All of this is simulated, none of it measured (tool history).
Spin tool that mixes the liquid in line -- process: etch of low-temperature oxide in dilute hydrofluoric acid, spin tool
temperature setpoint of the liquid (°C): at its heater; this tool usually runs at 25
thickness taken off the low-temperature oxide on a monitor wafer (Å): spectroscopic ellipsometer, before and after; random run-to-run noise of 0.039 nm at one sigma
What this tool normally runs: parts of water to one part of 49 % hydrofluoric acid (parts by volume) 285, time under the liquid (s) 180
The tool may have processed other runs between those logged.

run	hour	temperature setpoint of the liquid (°C)	parts of water to one part of 49 % hydrofluoric acid (parts by volume)	time under the liquid (s)	wafers since the last listed run	hours since the thermometer was replaced	hours since the hydrofluoric acid flow meter was replaced	hours since the gauge calibration	read-back film thickness of the low-temperature oxide reference wafer, read on the same gauge (nm)	thickness taken off the low-temperature oxide on a monitor wafer (Å)
1	0	25	285	180	0	921	19.9	470.5	39.76	84.4
2	45.6	25	285	180	418	966.6	65.5	516.1	39.68	84.4
3	77.4	25	285	180	291	998.4	97.3	547.9	39.62	83.4
4	123	25	285	180	418	1044	142.9	593.5	39.54	83.4
5	184.3	25	285	180	562	1105.3	204.2	654.8	39.42	83.2
6	233.4	25	285	260	450	1154.4	253.3	703.9	39.29	120.3
7	261.2	25	285	260	254	1182.2	281.1	731.7	39.2	120.4
8	290.7	25	285	260	270	1211.7	310.6	761.2	39.14	119.5
9	351.3	25	285	180	555	1272.3	371.2	821.8	38.98	82.6
# hour 363.1: hydrofluoric acid flow meter replaced
10	385.6	25	285	180	305	1306.6	22.5	856.1	38.89	82.6
11	452.2	25	190	180	610	1373.2	89.1	922.7	38.68	136.5
# hour 467.6: thermometer replaced
# hour 490.7: gauge calibrated
12	494.1	27	285	70	375	26.5	131	3.4	39.99	35.4
13	550.2	25	285	180	514	82.6	187.1	59.5	39.98	85.2
14	586.2	23	285	265	330	118.6	223.1	95.5	40	115.9
15	629.1	25	405	280	393	161.5	266	138.4	39.97	83
16	698.7	25	285	180	638	231.1	335.6	208	39.93	85.3
17	739.3	25	340	180	372	271.7	376.2	248.6	39.88	67.2
# hour 776.6: hydrofluoric acid flow meter replaced
18	791.1	26.5	350	85	465	323.5	14.5	300.4	39.84	32
19	832.9	25	285	180	383	365.3	56.3	342.2	39.8	84.4
20	892.9	25	285	230	550	425.3	116.3	402.2	39.72	107.9
21	928.3	21	355	180	324	460.7	151.7	437.6	39.7	55.3

4 ways to go on from here, each from the tool as it stands after run 21. What would each give?
A	928.8	25	285	180	4	461.2	152.2	438.1	?	?
B	928.8	25	220	235	4	461.2	152.2	438.1	?	?
C	928.8	25	285	150	4	461.2	152.2	438.1	?	?
D	928.8	25	405	210	4	461.2	152.2	438.1	?	?

run	read-back film thickness of the low-temperature oxide reference wafer, read on the same gauge (nm)	thickness taken off the low-temperature oxide on a monitor wafer (Å)
A	39.69	84.3
B	39.69	152.5
C	39.69	70.2
D	39.69	61.7
Stripped of hidden state, with their random variation kept, the same runs would have yielded:
run	thickness taken off the low-temperature oxide on a monitor wafer (Å)
A	85
B	153.8
C	70.8
D	62.2
